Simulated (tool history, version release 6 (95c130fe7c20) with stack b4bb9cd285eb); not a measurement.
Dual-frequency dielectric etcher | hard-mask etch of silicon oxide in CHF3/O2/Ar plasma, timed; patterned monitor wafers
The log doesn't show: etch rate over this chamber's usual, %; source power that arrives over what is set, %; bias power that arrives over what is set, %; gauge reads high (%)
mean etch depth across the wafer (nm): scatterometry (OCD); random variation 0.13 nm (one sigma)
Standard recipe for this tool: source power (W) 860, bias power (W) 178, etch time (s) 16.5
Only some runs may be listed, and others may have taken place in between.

run   hour  source power (W)  bias power (W)  etch time (s)  wafers since the last listed run  hours since the last wet clean  hours since the last source power generator calibration  hours since the last bias power generator calibration  hours since the last upper electrode change  hours since the gauge calibration  read-back reference wafer on the same gauge, depth_nm  mean etch depth across the wafer (nm)
  1    0.0               860             178           16.5                                 0                           310.2                                                   3209.0                                                 1344.0                                       5195.8                              760.4                                                  41.10                                  36.64
      10.5  -- wet clean of the chamber
  2   43.0               860             162           16.5                               632                            32.5                                                   3252.0                                                 1387.0                                       5238.8                              803.4                                                  41.12                                  34.82
  3   97.3               860             162           16.5                              1056                            86.8                                                   3306.3                                                 1441.3                                       5293.1                              857.7                                                  41.11                                  34.98
  4  125.4              1000             178           16.5                               546                           114.9                                                   3334.4                                                 1469.4                                       5321.2                              885.8                                                  41.12                                  39.52
  5  166.0              1000             178           16.5                               790                           155.5                                                   3375.0                                                 1510.0                                       5361.8                              926.4                                                  41.09                                  39.59
  6  216.3               920             178           16.5                               979                           205.8                                                   3425.3                                                 1560.3                                       5412.1                              976.7                                                  41.11                                  38.07
  7  275.3               920             178           16.5                              1148                           264.8                                                   3484.3                                                 1619.3                                       5471.1                             1035.7                                                  41.08                                  38.16
  8  319.3               920             178           16.5                               856                           308.8                                                   3528.3                                                 1663.3                                       5515.1                             1079.7                                                  41.10                                  38.55
     360.1  -- upper electrode replaced
  9  363.0               860             178           16.5                               383                           352.5                                                   3572.0                                                 1707.0                                          2.9                             1123.4                                                  41.12                                  37.17
     370.4  -- source power generator calibrated
     372.4  -- gauge calibrated
 10  388.4               860             178           16.5                               416                           377.9                                                     18.0                                                 1732.4                                         28.3                               16.0                                                  41.10                                  37.52
     417.0  -- wet clean of the chamber
 11  424.6              1070             178           16.5                               237                             7.6                                                     54.2                                                 1768.6                                         64.5                               52.2                                                  41.09                                  40.75
 12  495.9              1070             155           14.0                              1387                            78.9                                                    125.5                                                 1839.9                                        135.8                              123.5                                                  41.10                                  33.29
     505.9  -- bias power generator calibrated
 13  545.1               960             200           14.5                               879                           128.1                                                    174.7                                                   39.2                                        185.0                              172.7                                                  41.09                                  35.35
 14  615.2              1060             178           11.5                              1364                           198.2                                                    244.8                                                  109.3                                        255.1                              242.8                                                  41.08                                  28.82
 15  650.2               960             200           14.5                               681                           233.2                                                    279.8                                                  144.3                                        290.1                              277.8                                                  41.11                                  35.95
     739.5  -- wet clean of the chamber
 16  740.0               930             143           13.5                              1280                             0.5                                                    369.6                                                  234.1                                        379.9                              367.6                                                  41.11                                  28.57
 17  770.3               860             178           16.5                               589                            30.8                                                    399.9                                                  264.4                                        410.2                              397.9                                                  41.11                                  35.74
 18  811.3              1000             178           19.5                               797                            71.8                                                    440.9                                                  305.4                                        451.2                              438.9                                                  41.10                                  46.62
 19  859.3               920             158           16.5                               934                           119.8                                                    488.9                                                  353.4                                        499.2                              486.9                                                  41.08                                  36.20
 20  888.7              1000             152           12.0                               572                           149.2                                                    518.3                                                  382.8                                        528.6                              516.3                                                  41.09                                  27.48

Each row is a separate what-if for the run after 20, all from the same tool condition, not one after another. Results?
  A  889.1               860             134           16.5                                 7                           149.6                                                    518.7                                                  383.2                                        529.0                              516.7                                                      ?                                      ?
  B  889.1               990             178           19.0                                 7                           149.6                                                    518.7                                                  383.2                                        529.0                              516.7                                                      ?                                      ?
  C  889.1              1040             178           21.5                                 7                           149.6                                                    518.7                                                  383.2                                        529.0                              516.7                                                      ?                                      ?
  D  889.1               710             178           16.5                                 7                           149.6                                                    518.7                                                  383.2                                        529.0                              516.7                                                      ?                                      ?
  E  889.1               860             178           21.0                                 7                           149.6                                                    518.7                                                  383.2                                        529.0                              516.7                                                      ?                                      ?

run  read-back reference wafer on the same gauge, depth_nm  mean etch depth across the wafer (nm)
  A                                                  41.10                                  33.22
  B                                                  41.10                                  45.34
  C                                                  41.10                                  52.76
  D                                                  41.10                                  31.93
  E                                                  41.10                                  46.08
Without the tool's hidden state the same runs would have given:
run  mean etch depth across the wafer (nm)
  A                                  32.67
  B                                  44.59
  C                                  51.89
  D                                  31.40
  E                                  45.32
